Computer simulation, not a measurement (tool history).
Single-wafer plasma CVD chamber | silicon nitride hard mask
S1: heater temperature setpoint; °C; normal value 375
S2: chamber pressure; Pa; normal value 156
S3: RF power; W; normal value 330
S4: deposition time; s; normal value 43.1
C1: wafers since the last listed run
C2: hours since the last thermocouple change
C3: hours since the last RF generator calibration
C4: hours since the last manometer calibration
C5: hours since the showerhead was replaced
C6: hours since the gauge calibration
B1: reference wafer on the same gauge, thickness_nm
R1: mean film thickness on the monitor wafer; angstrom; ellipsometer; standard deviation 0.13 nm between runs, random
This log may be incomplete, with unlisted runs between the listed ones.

run    hour   S1   S2   S3    S4    C1      C2      C3      C4      C5      C6      B1      R1
  1       0  375  156  330  36.2     0  1231.1   632.5  1242.6   291.8  3982.9  56.078  417.06
  2    54.2  375  156  305  43.1  1431  1285.3   686.7  1296.8     346  4037.1  56.049  472.02
  3   154.5  375  156  305  43.1  2649  1385.6     787  1397.1   446.3  4137.4  56.117  475.93
      195.4  -- gauge calibrated
  4     261  375  156  330  43.1  2813  1492.1   893.5  1503.6   552.8    65.6  56.074  495.44
  5   362.9  375  156  330  43.1  2692    1594   995.4  1605.5   654.7   167.5  56.104  497.65
  6   459.6  375  156  330  43.1  2554  1690.7  1092.1  1702.2   751.4   264.2  56.095  496.44
      475.7  -- RF generator calibrated
      517.5  -- thermocouple changed; heater temperature recalibrated
  7   563.8  380  179  270  49.4  2330    46.3    88.1  1806.4   855.6   368.4  56.064  530.16
  8   654.9  384  156  265  39.3  2406   137.4   179.2  1897.5   946.7   459.5  56.125  397.42
  9   694.5  375  156  330  43.1  1046     177   218.8  1937.1   986.3   499.1  56.099  501.51
 10   738.4  375  156  330  43.1  1159   220.9   262.7    1981  1030.2     543  56.104   500.8
 11   812.1  375  156  380  49.6  1947   294.6   336.4  2054.7  1103.9   616.7  56.082  623.46
 12   895.2  384  192  305  38.7  2195   377.7   419.5  2137.8    1187   699.8  56.087  460.55
 13   947.9  375  119  330  43.1  1392   430.4   472.2  2190.5  1239.7   752.5  56.097  444.85
       1015  -- capacitance manometer re-zeroed and calibrated
 14  1015.5  384  156  265  39.3  1574     498   539.8     0.5  1307.3   820.1  56.133  374.81
 15  1059.4  375  156  330  51.6  1159   541.9   583.7    44.4  1351.2     864  56.112  564.83

What will run 16 give?
 16  1102.1  375  128  330  48.8  1128  584.6  626.4  87.1  1393.9  906.7   ?   ?

{"run 16": {"B1": 56.158, "R1": 489.88}}
On a tool with no hidden condition, and with the same random variation, this run would have come out at R1 515.42 angstrom.
